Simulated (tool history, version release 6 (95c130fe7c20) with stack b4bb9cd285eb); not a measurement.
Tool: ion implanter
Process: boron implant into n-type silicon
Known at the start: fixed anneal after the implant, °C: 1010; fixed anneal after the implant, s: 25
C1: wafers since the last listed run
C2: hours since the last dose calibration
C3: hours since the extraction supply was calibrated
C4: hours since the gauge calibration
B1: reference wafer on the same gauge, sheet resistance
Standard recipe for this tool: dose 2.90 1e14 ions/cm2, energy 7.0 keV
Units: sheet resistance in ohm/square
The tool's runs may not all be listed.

{"run": 1, "hour": 0.0, "dose": 2.9, "energy": 7.0, "C1": 0, "C2": 261.1, "C3": 2629.6, "C4": 847.2, "B1": 400.0, "sheet resistance": 342.35}
{"run": 2, "hour": 104.1, "dose": 2.9, "energy": 8.5, "C1": 2566, "C2": 365.2, "C3": 2733.7, "C4": 951.3, "B1": 399.52, "sheet resistance": 333.94}
{"hour": 165.8, "done": "gauge calibrated"}
{"run": 3, "hour": 197.1, "dose": 2.9, "energy": 8.5, "C1": 2292, "C2": 458.2, "C3": 2826.7, "C4": 31.3, "B1": 399.88, "sheet resistance": 333.07}
{"run": 4, "hour": 262.8, "dose": 2.9, "energy": 7.0, "C1": 1619, "C2": 523.9, "C3": 2892.4, "C4": 97.0, "B1": 399.85, "sheet resistance": 340.44}
{"run": 5, "hour": 317.0, "dose": 2.9, "energy": 7.0, "C1": 1336, "C2": 578.1, "C3": 2946.6, "C4": 151.2, "B1": 399.77, "sheet resistance": 341.33}
{"run": 6, "hour": 416.0, "dose": 2.9, "energy": 7.0, "C1": 2440, "C2": 677.1, "C3": 3045.6, "C4": 250.2, "B1": 400.23, "sheet resistance": 339.12}
{"run": 7, "hour": 513.0, "dose": 2.9, "energy": 7.0, "C1": 2391, "C2": 774.1, "C3": 3142.6, "C4": 347.2, "B1": 400.08, "sheet resistance": 341.04}
{"run": 8, "hour": 578.6, "dose": 2.35, "energy": 7.0, "C1": 1617, "C2": 839.7, "C3": 3208.2, "C4": 412.8, "B1": 399.97, "sheet resistance": 403.26}
{"run": 9, "hour": 628.2, "dose": 2.35, "energy": 7.0, "C1": 1222, "C2": 889.3, "C3": 3257.8, "C4": 462.4, "B1": 400.26, "sheet resistance": 403.66}
{"run": 10, "hour": 688.5, "dose": 2.9, "energy": 7.0, "C1": 1486, "C2": 949.6, "C3": 3318.1, "C4": 522.7, "B1": 400.24, "sheet resistance": 337.73}
{"run": 11, "hour": 736.1, "dose": 2.9, "energy": 7.0, "C1": 1173, "C2": 997.2, "C3": 3365.7, "C4": 570.3, "B1": 400.26, "sheet resistance": 336.49}
{"run": 12, "hour": 812.7, "dose": 2.9, "energy": 7.0, "C1": 1888, "C2": 1073.8, "C3": 3442.3, "C4": 646.9, "B1": 400.04, "sheet resistance": 336.15}
{"run": 13, "hour": 907.0, "dose": 2.9, "energy": 7.0, "C1": 2324, "C2": 1168.1, "C3": 3536.6, "C4": 741.2, "B1": 399.78, "sheet resistance": 336.74}
{"hour": 934.5, "done": "Faraday cup replaced and dose calibrated"}
{"hour": 947.9, "done": "extraction supply calibrated"}
{"run": 14, "hour": 993.5, "dose": 2.41, "energy": 7.0, "C1": 1738, "C2": 59.0, "C3": 45.6, "C4": 827.7, "B1": 400.0, "sheet resistance": 397.98}
{"run": 15, "hour": 1052.3, "dose": 3.64, "energy": 6.0, "C1": 1449, "C2": 117.8, "C3": 104.4, "C4": 886.5, "B1": 399.75, "sheet resistance": 285.21}
{"run": 16, "hour": 1107.8, "dose": 2.9, "energy": 5.5, "C1": 1368, "C2": 173.3, "C3": 159.9, "C4": 942.0, "B1": 400.0, "sheet resistance": 351.41}
{"hour": 1168.1, "done": "gauge calibrated"}
{"run": 17, "hour": 1184.9, "dose": 3.47, "energy": 9.0, "C1": 1900, "C2": 250.4, "C3": 237.0, "C4": 16.8, "B1": 400.21, "sheet resistance": 284.01}
{"run": 18, "hour": 1233.4, "dose": 3.46, "energy": 8.0, "C1": 1195, "C2": 298.9, "C3": 285.5, "C4": 65.3, "B1": 399.88, "sheet resistance": 288.84}
{"run": 19, "hour": 1318.2, "dose": 3.68, "energy": 8.5, "C1": 2090, "C2": 383.7, "C3": 370.3, "C4": 150.1, "B1": 400.18, "sheet resistance": 271.08}
{"run": 20, "hour": 1388.6, "dose": 2.9, "energy": 7.0, "C1": 1735, "C2": 454.1, "C3": 440.7, "C4": 220.5, "B1": 399.92, "sheet resistance": 340.99}
{"run": 21, "hour": 1482.9, "dose": 3.47, "energy": 9.0, "C1": 2324, "C2": 548.4, "C3": 535.0, "C4": 314.8, "B1": 400.0, "sheet resistance": 284.62}
{"run": 22, "hour": 1581.2, "dose": 2.59, "energy": 5.5, "C1": 2423, "C2": 646.7, "C3": 633.3, "C4": 413.1, "B1": 399.82, "sheet resistance": 382.64}
{"run": 23, "hour": 1687.3, "dose": 2.56, "energy": 8.0, "C1": 2615, "C2": 752.8, "C3": 739.4, "C4": 519.2, "B1": 400.17, "sheet resistance": 369.83}
{"run": 24, "hour": 1725.0, "dose": 2.9, "energy": 7.0, "C1": 929, "C2": 790.5, "C3": 777.1, "C4": 556.9, "B1": 400.04, "sheet resistance": 338.49}

3 ways to go on from here, each from the tool as it stands after run 24. What would each give?
{"run": "A", "hour": 1725.4, "dose": 2.48, "energy": 7.0, "C1": 9, "C2": 790.9, "C3": 777.5, "C4": 557.3, "B1": "?", "sheet resistance": "?"}
{"run": "B", "hour": 1725.4, "dose": 2.46, "energy": 5.0, "C1": 9, "C2": 790.9, "C3": 777.5, "C4": 557.3, "B1": "?", "sheet resistance": "?"}
{"run": "C", "hour": 1725.4, "dose": 3.25, "energy": 9.0, "C1": 9, "C2": 790.9, "C3": 777.5, "C4": 557.3, "B1": "?", "sheet resistance": "?"}

run=A B1=400.03 sheet_resistance=386.52
run=B B1=400.03 sheet_resistance=403.50
run=C B1=400.03 sheet_resistance=298.42
With no hidden state in the tool, these same runs would have given:
run=A sheet_resistance=390.43
run=B sheet_resistance=407.59
run=C sheet_resistance=301.49

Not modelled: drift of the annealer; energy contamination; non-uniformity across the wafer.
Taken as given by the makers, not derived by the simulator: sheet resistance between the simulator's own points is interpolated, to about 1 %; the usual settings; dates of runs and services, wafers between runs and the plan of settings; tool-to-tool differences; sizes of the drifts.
